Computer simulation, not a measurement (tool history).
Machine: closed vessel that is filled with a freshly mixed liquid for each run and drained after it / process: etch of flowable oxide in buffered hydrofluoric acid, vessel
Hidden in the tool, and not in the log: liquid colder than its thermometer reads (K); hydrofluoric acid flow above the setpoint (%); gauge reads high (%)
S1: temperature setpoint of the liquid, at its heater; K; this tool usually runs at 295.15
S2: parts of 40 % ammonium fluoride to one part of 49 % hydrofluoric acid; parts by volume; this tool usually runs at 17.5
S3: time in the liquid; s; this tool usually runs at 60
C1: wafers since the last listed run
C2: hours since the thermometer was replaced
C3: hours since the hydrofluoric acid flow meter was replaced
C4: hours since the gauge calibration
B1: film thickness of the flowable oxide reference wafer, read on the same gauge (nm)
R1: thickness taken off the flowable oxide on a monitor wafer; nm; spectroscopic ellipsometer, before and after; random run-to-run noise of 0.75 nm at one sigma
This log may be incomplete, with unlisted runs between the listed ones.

run	hour	S1	S2	S3	C1	C2	C3	C4	B1	R1
1	0.0	295.15	17.5	60	0	827.2	1413.0	2564.5	99.99	105.30
2	106.2	295.15	17.5	60	7253	933.4	1519.2	2670.7	99.98	105.15
3	173.8	295.15	17.5	60	4616	1001.0	1586.8	2738.3	100.00	105.15
4	212.1	293.65	17.5	60	2615	1039.3	1625.1	2776.6	100.00	96.35
5	483.1	295.15	17.5	60	18508	1310.3	1896.1	3047.6	100.00	105.98
# hour 529.2: hydrofluoric acid flow meter replaced
6	555.8	297.65	22.5	60	4896	1383.0	26.6	3120.3	100.00	97.76
7	657.8	297.65	22.5	60	6966	1485.0	128.6	3222.3	100.00	96.99
8	738.1	295.15	17.5	60	5484	1565.3	208.9	3302.6	100.03	105.24
9	812.2	295.15	17.5	60	5060	1639.4	283.0	3376.7	100.02	104.25
10	1061.0	295.15	17.5	60	16992	1888.2	531.8	3625.5	99.98	105.45
11	1137.4	295.15	17.5	60	5217	1964.6	608.2	3701.9	100.01	105.48
12	1217.3	295.15	17.5	80	5456	2044.5	688.1	3781.8	100.00	139.67
13	1299.1	295.15	17.5	80	5586	2126.3	769.9	3863.6	99.97	140.58
14	1392.2	296.65	17.5	35	6358	2219.4	863.0	3956.7	100.02	66.00
# hour 1420.0: gauge calibrated
15	1626.9	295.15	19.5	45	16029	2454.1	1097.7	206.9	99.98	71.27
16	1713.8	295.15	17.5	60	5934	2541.0	1184.6	293.8	100.00	103.67
# hour 1791.5: thermometer replaced
17	1791.9	295.15	17.5	60	5265	0.4	1262.7	371.9	99.99	105.59
18	1847.8	295.15	17.5	60	3817	56.3	1318.6	427.8	99.99	104.60
19	1907.1	295.15	20.0	85	4049	115.6	1377.9	487.1	100.00	130.85
20	1956.0	293.15	14.5	35	3339	164.5	1426.8	536.0	100.00	66.01
21	2041.9	292.65	17.5	30	5866	250.4	1512.7	621.9	100.01	46.08
22	2125.3	295.15	17.5	60	5695	333.8	1596.1	705.3	100.00	104.56
23	2180.2	299.15	20.0	30	3749	388.7	1651.0	760.2	99.98	57.32
24	2273.8	295.15	20.5	60	6392	482.3	1744.6	853.8	100.00	89.93
25	2324.5	291.15	24.5	75	3462	533.0	1795.3	904.5	100.00	80.90
26	2381.1	291.65	17.5	50	3865	589.6	1851.9	961.1	100.00	73.10
27	2447.5	299.15	24.0	40	4534	656.0	1918.3	1027.5	100.01	68.55
28	2550.3	293.15	15.0	85	7020	758.8	2021.1	1130.3	100.01	155.57
29	2593.6	295.15	13.5	60	2957	802.1	2064.4	1173.6	100.00	135.34
30	2697.4	292.65	21.5	80	7089	905.9	2168.2	1277.4	100.00	101.39
31	2798.8	295.15	17.5	60	6925	1007.3	2269.6	1378.8	100.01	106.83
32	2876.6	296.65	20.0	60	5313	1085.1	2347.4	1456.6	100.00	100.45

Predict each of these 5 candidate next runs independently; none follows another, all start after run 32:
A	2877.3	295.15	22.5	60	47	1085.8	2348.1	1457.3	?	?
B	2877.3	298.15	19.5	35	47	1085.8	2348.1	1457.3	?	?
C	2877.3	292.15	17.5	60	47	1085.8	2348.1	1457.3	?	?
D	2877.3	290.65	22.5	70	47	1085.8	2348.1	1457.3	?	?
E	2877.3	295.15	17.5	45	47	1085.8	2348.1	1457.3	?	?

run	B1	R1
A	99.99	86.19
B	99.99	65.92
C	99.99	90.17
D	99.99	78.05
E	99.99	79.98
With the hidden condition removed and each run's random variation left untouched, the same runs would have given:
run	R1
A	86.19
B	65.92
C	90.17
D	78.05
E	79.98
